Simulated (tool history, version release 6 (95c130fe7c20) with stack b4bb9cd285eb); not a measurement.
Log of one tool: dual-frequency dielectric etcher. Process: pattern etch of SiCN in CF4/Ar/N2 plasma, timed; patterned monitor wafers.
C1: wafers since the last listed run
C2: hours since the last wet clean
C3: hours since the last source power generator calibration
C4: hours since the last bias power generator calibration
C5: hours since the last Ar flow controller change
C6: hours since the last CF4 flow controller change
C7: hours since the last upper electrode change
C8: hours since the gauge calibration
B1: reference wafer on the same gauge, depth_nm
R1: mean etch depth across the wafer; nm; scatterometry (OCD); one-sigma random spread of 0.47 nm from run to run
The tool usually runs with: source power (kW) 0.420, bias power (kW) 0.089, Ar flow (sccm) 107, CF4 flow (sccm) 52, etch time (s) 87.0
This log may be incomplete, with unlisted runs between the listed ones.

Run 1, hour 0.0: usual settings but source power (kW) 0.380; C1 0; C2 5.9; C3 3953.1; C4 0.5; C5 5.0; C6 3526.2; C7 2522.4; C8 279.1; B1 75.1. Result: R1 76.4 nm.
Run 2, hour 14.8: usual settings; C1 105; C2 20.7; C3 3967.9; C4 15.3; C5 19.8; C6 3541.0; C7 2537.2; C8 293.9; B1 75.1. Result: R1 84.6 nm.
Run 3, hour 28.7: usual settings; C1 99; C2 34.6; C3 3981.8; C4 29.2; C5 33.7; C6 3554.9; C7 2551.1; C8 307.8; B1 74.9. Result: R1 84.1 nm.
Run 4, hour 58.5: usual settings; C1 213; C2 64.4; C3 4011.6; C4 59.0; C5 63.5; C6 3584.7; C7 2580.9; C8 337.6; B1 75.1. Result: R1 83.5 nm.
At hour 142.7: wet clean of the chamber, repeated, since the last time left the tool worse.
At hour 146.7: CF4 flow controller replaced.
At hour 167.0: upper electrode replaced.
Run 5, hour 167.5: usual settings but bias power (kW) 0.079, etch time (s) 73.5; C1 435; C2 24.8; C3 4120.6; C4 168.0; C5 172.5; C6 20.8; C7 0.5; C8 446.6; B1 75.0. Result: R1 65.0 nm.
Run 6, hour 167.8: usual settings but source power (kW) 0.360, Ar flow (sccm) 116, etch time (s) 67.0; C1 2; C2 25.1; C3 4120.9; C4 168.3; C5 172.8; C6 21.1; C7 0.8; C8 446.9; B1 74.9. Result: R1 52.5 nm.
Run 7, hour 168.2: usual settings but etch time (s) 62.5; C1 2; C2 25.5; C3 4121.3; C4 168.7; C5 173.2; C6 21.5; C7 1.2; C8 447.3; B1 75.1. Result: R1 56.9 nm.
Run 8, hour 191.6: usual settings; C1 167; C2 48.9; C3 4144.7; C4 192.1; C5 196.6; C6 44.9; C7 24.6; C8 470.7; B1 75.1. Result: R1 79.0 nm.
Run 9, hour 212.8: usual settings but source power (kW) 0.470; C1 151; C2 70.1; C3 4165.9; C4 213.3; C5 217.8; C6 66.1; C7 45.8; C8 491.9; B1 75.0. Result: R1 88.7 nm.
At hour 214.2: gauge calibrated.
Run 10, hour 239.2: usual settings; C1 189; C2 96.5; C3 4192.3; C4 239.7; C5 244.2; C6 92.5; C7 72.2; C8 25.0; B1 75.2. Result: R1 79.8 nm.
Run 11, hour 274.0: usual settings but bias power (kW) 0.070, Ar flow (sccm) 124, CF4 flow (sccm) 47, etch time (s) 110.5; C1 249; C2 131.3; C3 4227.1; C4 274.5; C5 279.0; C6 127.3; C7 107.0; C8 59.8; B1 75.1. Result: R1 94.3 nm.
Run 12, hour 302.3: usual settings but source power (kW) 0.350, CF4 flow (sccm) 40; C1 202; C2 159.6; C3 4255.4; C4 302.8; C5 307.3; C6 155.6; C7 135.3; C8 88.1; B1 75.1. Result: R1 66.0 nm.
Run 13, hour 328.2: usual settings; C1 185; C2 185.5; C3 4281.3; C4 328.7; C5 333.2; C6 181.5; C7 161.2; C8 114.0; B1 75.1. Result: R1 80.0 nm.
At hour 338.5: source power generator calibrated.
Run 14, hour 363.6: usual settings but etch time (s) 112.5; C1 224; C2 220.9; C3 25.1; C4 364.1; C5 368.6; C6 216.9; C7 196.6; C8 149.4; B1 75.1. Result: R1 104.3 nm.
Run 15, hour 382.4: usual settings but bias power (kW) 0.073, Ar flow (sccm) 123; C1 134; C2 239.7; C3 43.9; C4 382.9; C5 387.4; C6 235.7; C7 215.4; C8 168.2; B1 75.1. Result: R1 75.8 nm.
Run 16, hour 404.6: usual settings; C1 158; C2 261.9; C3 66.1; C4 405.1; C5 409.6; C6 257.9; C7 237.6; C8 190.4; B1 75.2. Result: R1 80.4 nm.
Run 17, hour 437.1: usual settings; C1 232; C2 294.4; C3 98.6; C4 437.6; C5 442.1; C6 290.4; C7 270.1; C8 222.9; B1 75.2. Result: R1 79.7 nm.
Run 18, hour 470.4: usual settings but Ar flow (sccm) 131; C1 238; C2 327.7; C3 131.9; C4 470.9; C5 475.4; C6 323.7; C7 303.4; C8 256.2; B1 75.1. Result: R1 78.7 nm.
Run 19, hour 500.4: usual settings but source power (kW) 0.480; C1 214; C2 357.7; C3 161.9; C4 500.9; C5 505.4; C6 353.7; C7 333.4; C8 286.2; B1 75.1. Result: R1 91.4 nm.
Run 20, hour 513.5: usual settings; C1 93; C2 370.8; C3 175.0; C4 514.0; C5 518.5; C6 366.8; C7 346.5; C8 299.3; B1 75.2. Result: R1 79.6 nm.
Run 21, hour 537.1: usual settings but source power (kW) 0.350, CF4 flow (sccm) 43; C1 168; C2 394.4; C3 198.6; C4 537.6; C5 542.1; C6 390.4; C7 370.1; C8 322.9; B1 75.2. Result: R1 68.0 nm.

Each row is a separate what-if for the run after 21, all from the same tool condition, not one after another. Results?
Run A, hour 537.5: usual settings; C1 2; C2 394.8; C3 199.0; C4 538.0; C5 542.5; C6 390.8; C7 370.5; C8 323.3; B1 ?. Result: R1 ?.
Run B, hour 537.5: usual settings but etch time (s) 100.0; C1 2; C2 394.8; C3 199.0; C4 538.0; C5 542.5; C6 390.8; C7 370.5; C8 323.3; B1 ?. Result: R1 ?.
Run C, hour 537.5: usual settings but source power (kW) 0.490, CF4 flow (sccm) 49; C1 2; C2 394.8; C3 199.0; C4 538.0; C5 542.5; C6 390.8; C7 370.5; C8 323.3; B1 ?. Result: R1 ?.
Run D, hour 537.5: usual settings but source power (kW) 0.450, bias power (kW) 0.078, Ar flow (sccm) 125, etch time (s) 74.5; C1 2; C2 394.8; C3 199.0; C4 538.0; C5 542.5; C6 390.8; C7 370.5; C8 323.3; B1 ?. Result: R1 ?.

run    B1    R1
  A  75.1  81.5
  B  75.1  93.7
  C  75.1  93.0
  D  75.1  70.8
With the hidden condition removed and each run's random variation left untouched, the same runs would have given:
run    R1
  A  79.6
  B  91.5
  C  90.9
  D  69.1
